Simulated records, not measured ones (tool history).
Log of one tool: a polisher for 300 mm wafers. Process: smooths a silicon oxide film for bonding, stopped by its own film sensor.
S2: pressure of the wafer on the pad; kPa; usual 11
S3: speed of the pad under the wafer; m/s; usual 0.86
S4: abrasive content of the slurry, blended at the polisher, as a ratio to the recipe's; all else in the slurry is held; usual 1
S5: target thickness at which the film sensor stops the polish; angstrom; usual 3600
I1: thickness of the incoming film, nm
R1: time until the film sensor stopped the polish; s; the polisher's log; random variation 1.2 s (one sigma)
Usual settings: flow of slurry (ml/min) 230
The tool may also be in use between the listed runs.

Run 1, hour 0: usual settings; I1 397.2. Result: R1 81.2 s.
Run 2, hour 71.7: usual settings; I1 385.5. Result: R1 57.4 s.
At hour 88.1: worn pad replaced by a new one.
At hour 97.3: head pressure recalibrated.
Run 3, hour 126: usual settings; I1 385.6. Result: R1 58.5 s.
Run 4, hour 209: usual settings but S2 9 kPa; I1 391.4. Result: R1 88.6 s.
Run 5, hour 304: usual settings but S2 9 kPa; I1 398.3. Result: R1 106.2 s.
At hour 318.4: slurry nozzle cleaned.
Run 6, hour 358.8: usual settings; I1 391.6. Result: R1 72 s.
At hour 369.7: slurry blender recalibrated.
Run 7, hour 480.9: usual settings; I1 393.1. Result: R1 72.9 s.
Run 8, hour 534.4: usual settings but S4 1.1; I1 394.9. Result: R1 73 s.
Run 9, hour 615.3: usual settings but S4 1.1; I1 391.1. Result: R1 66.5 s.
At hour 668.4: head pressure recalibrated.
Run 10, hour 690.8: usual settings; I1 391.3. Result: R1 70.3 s.
At hour 730.2: worn pad replaced by a new one.
Run 11, hour 770.8: usual settings; I1 388.6. Result: R1 63.6 s.
Run 12, hour 823.4: usual settings but flow of slurry (ml/min) 185, S3 0.72 m/s, S4 1.3, S5 3680 angstrom; I1 391.1. Result: R1 53.9 s.
At hour 852: slurry nozzle cleaned.
Run 13, hour 890: usual settings but flow of slurry (ml/min) 185, S3 1.02 m/s; I1 389.4. Result: R1 58.7 s.
At hour 947: slurry blender recalibrated.
Run 14, hour 970.2: usual settings but flow of slurry (ml/min) 170, S2 13.8 kPa, S4 1.15, S5 3570 angstrom; I1 392.2. Result: R1 61.1 s.
Run 15, hour 1046.2: usual settings but S4 1.25; I1 393.5. Result: R1 66.6 s.
At hour 1209: head pressure recalibrated.
At hour 1271.1: worn pad replaced by a new one.
Run 16, hour 1329: usual settings; I1 390.3. Result: R1 69.2 s.
Run 17, hour 1384.5: usual settings but S2 13.8 kPa, S3 0.58 m/s, S4 1.1, S5 3560 angstrom; I1 397.8. Result: R1 97.5 s.
Run 18, hour 1432.9: usual settings; I1 385.4. Result: R1 57.4 s.
At hour 1454.7: slurry nozzle cleaned.
Run 19, hour 1482.4: usual settings; I1 388.8. Result: R1 66.6 s.
Run 20, hour 1546.6: usual settings but S4 1.25; I1 381.8. Result: R1 43.7 s.
At hour 1586.9: slurry blender recalibrated.
Run 21, hour 1649.5: usual settings but S2 7.6 kPa, S3 1.06 m/s, S4 0.9; I1 385.6. Result: R1 74.4 s.
Run 22, hour 1690.5: usual settings but S2 13.8 kPa, S3 1.06 m/s, S4 1.2, S5 3650 angstrom; I1 388.2. Result: R1 32.2 s.
At hour 1747.5: head pressure recalibrated.
Run 23, hour 1786.7: usual settings but S4 0.85, S5 3530 angstrom; I1 391. Result: R1 96.4 s.
At hour 1792.5: worn pad replaced by a new one.
Run 24, hour 1841.5: usual settings but S3 1.14 m/s, S5 3680 angstrom; I1 395.5. Result: R1 48.7 s.
Run 25, hour 1925.8: usual settings; I1 390.5. Result: R1 68.7 s.
At hour 2006.2: slurry nozzle cleaned.
Run 26, hour 2026.6: usual settings but S2 13.1 kPa, S4 0.7; I1 389.3. Result: R1 73.1 s.
Run 27, hour 2102.9: usual settings but S2 14.5 kPa, S3 1.08 m/s, S5 3680 angstrom; I1 392. Result: R1 33.6 s.
At hour 2106.6: slurry blender recalibrated.
Run 28, hour 2161.4: usual settings; I1 394.9. Result: R1 79.4 s.
At hour 2322.6: worn pad replaced by a new one.
Run 29, hour 2382.5: usual settings but S3 1.02 m/s, S4 1.25; I1 381.4. Result: R1 36.2 s.
At hour 2396.6: head pressure recalibrated.
Run 30, hour 2437.7: usual settings but S2 13.1 kPa, S3 1.04 m/s, S4 0.9, S5 3500 angstrom; I1 394.3. Result: R1 76.7 s.

What the log doesn't show, run by run:
removal rate lost through wear of the pad, %: 0 in every run
slurry flow missing at the pad, %: 0 in every run
deviation of the head's pressure from its setpoint, %: 0 in every run
abrasive missing from the slurry, %: 0 in every run

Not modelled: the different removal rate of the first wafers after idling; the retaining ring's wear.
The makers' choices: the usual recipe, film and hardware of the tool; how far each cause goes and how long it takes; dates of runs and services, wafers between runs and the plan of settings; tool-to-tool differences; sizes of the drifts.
